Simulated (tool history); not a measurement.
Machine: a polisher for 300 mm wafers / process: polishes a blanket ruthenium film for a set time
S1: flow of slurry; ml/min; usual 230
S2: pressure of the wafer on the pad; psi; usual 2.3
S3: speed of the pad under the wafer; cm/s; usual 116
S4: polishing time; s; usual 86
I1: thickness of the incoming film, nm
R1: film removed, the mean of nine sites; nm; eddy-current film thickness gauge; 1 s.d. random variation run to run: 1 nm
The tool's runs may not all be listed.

| run | hour | S1 | S2 | S3 | S4 | I1 | R1 |
|---|---|---|---|---|---|---|---|
| 1 | 0.0 | 230 | 2.3 | 116 | 86 | 419.9 | 113.2 |
| 2 | 23.5 | 230 | 2.3 | 116 | 86 | 423.8 | 111.9 |
|  | 46.9 | worn pad replaced by a new one |
|  | 57.3 | head pressure recalibrated |
| 3 | 88.4 | 230 | 2.3 | 116 | 86 | 421.0 | 112.3 |
| 4 | 103.3 | 230 | 2.3 | 116 | 86 | 419.5 | 113.0 |
| 5 | 129.8 | 230 | 2.0 | 116 | 86 | 421.5 | 99.6 |
| 6 | 155.1 | 230 | 2.0 | 116 | 86 | 417.5 | 100.1 |
| 7 | 177.1 | 230 | 2.3 | 116 | 86 | 417.0 | 113.3 |
| 8 | 204.2 | 230 | 2.3 | 116 | 86 | 424.2 | 111.9 |
| 9 | 225.4 | 230 | 2.3 | 116 | 86 | 413.4 | 110.9 |
| 10 | 249.2 | 230 | 2.3 | 116 | 86 | 422.7 | 115.5 |
| 11 | 277.7 | 230 | 2.3 | 116 | 86 | 416.4 | 114.6 |
| 12 | 290.1 | 230 | 2.3 | 116 | 86 | 418.9 | 114.3 |
| 13 | 302.9 | 230 | 2.3 | 146 | 69 | 418.5 | 105.1 |
|  | 309.7 | worn pad replaced by a new one |
| 14 | 323.8 | 230 | 2.3 | 116 | 71 | 422.5 | 94.3 |
| 15 | 345.7 | 230 | 2.3 | 92 | 86 | 421.4 | 98.6 |
| 16 | 373.8 | 230 | 2.3 | 116 | 86 | 412.5 | 114.7 |
|  | 393.5 | head pressure recalibrated |
| 17 | 407.5 | 295 | 2.6 | 82 | 110 | 415.3 | 137.6 |
| 18 | 438.5 | 230 | 2.3 | 130 | 111 | 426.1 | 154.5 |
| 19 | 469.5 | 290 | 3.0 | 116 | 99 | 418.4 | 173.1 |
| 20 | 483.6 | 175 | 1.8 | 132 | 86 | 419.7 | 93.1 |
| 21 | 501.9 | 190 | 3.0 | 104 | 99 | 415.6 | 155.1 |
|  | 523.9 | worn pad replaced by a new one |
| 22 | 526.5 | 230 | 2.3 | 116 | 59 | 419.1 | 77.0 |
|  | 549.0 | slurry nozzle cleaned |
| 23 | 555.1 | 230 | 2.3 | 116 | 86 | 424.4 | 114.7 |
| 24 | 571.3 | 260 | 2.3 | 102 | 86 | 426.5 | 105.9 |
| 25 | 590.0 | 230 | 2.3 | 116 | 86 | 415.0 | 113.2 |
| 26 | 611.0 | 230 | 2.3 | 116 | 86 | 417.2 | 114.3 |
| 27 | 639.4 | 230 | 3.0 | 156 | 86 | 411.4 | 177.7 |
|  | 700.7 | head pressure recalibrated |
| 28 | 735.6 | 230 | 2.3 | 116 | 76 | 418.6 | 98.6 |
| 29 | 765.7 | 305 | 2.7 | 150 | 70 | 418.4 | 129.0 |
|  | 772.1 | worn pad replaced by a new one |
| 30 | 782.6 | 230 | 2.3 | 116 | 56 | 422.6 | 74.7 |
| 31 | 800.3 | 230 | 2.3 | 116 | 86 | 420.3 | 113.1 |
| 32 | 827.7 | 230 | 2.3 | 116 | 86 | 418.4 | 113.6 |
| 33 | 843.8 | 230 | 2.1 | 116 | 74 | 413.7 | 89.0 |
| 34 | 872.1 | 200 | 2.8 | 92 | 97 | 423.7 | 134.0 |
| 35 | 904.6 | 230 | 2.3 | 128 | 100 | 421.8 | 142.1 |
| 36 | 933.8 | 230 | 2.3 | 116 | 86 | 413.8 | 113.9 |
| 37 | 960.7 | 230 | 2.6 | 76 | 109 | 421.8 | 126.2 |

Forecast each of these 4 alternatives for the next run:
| A | 961.1 | 230 | 2.3 | 116 | 75 | 422.0 | ? |
| B | 961.1 | 230 | 2.3 | 152 | 86 | 422.0 | ? |
| C | 961.1 | 230 | 2.6 | 128 | 86 | 422.0 | ? |
| D | 961.1 | 230 | 2.0 | 136 | 86 | 422.0 | ? |

| run | R1 |
|---|---|
| A | 100.0 |
| B | 136.6 |
| C | 137.2 |
| D | 110.9 |
Stripped of hidden state, with their random variation kept, the same runs would have yielded:
| run | R1 |
|---|---|
| A | 100.0 |
| B | 136.6 |
| C | 137.2 |
| D | 110.9 |
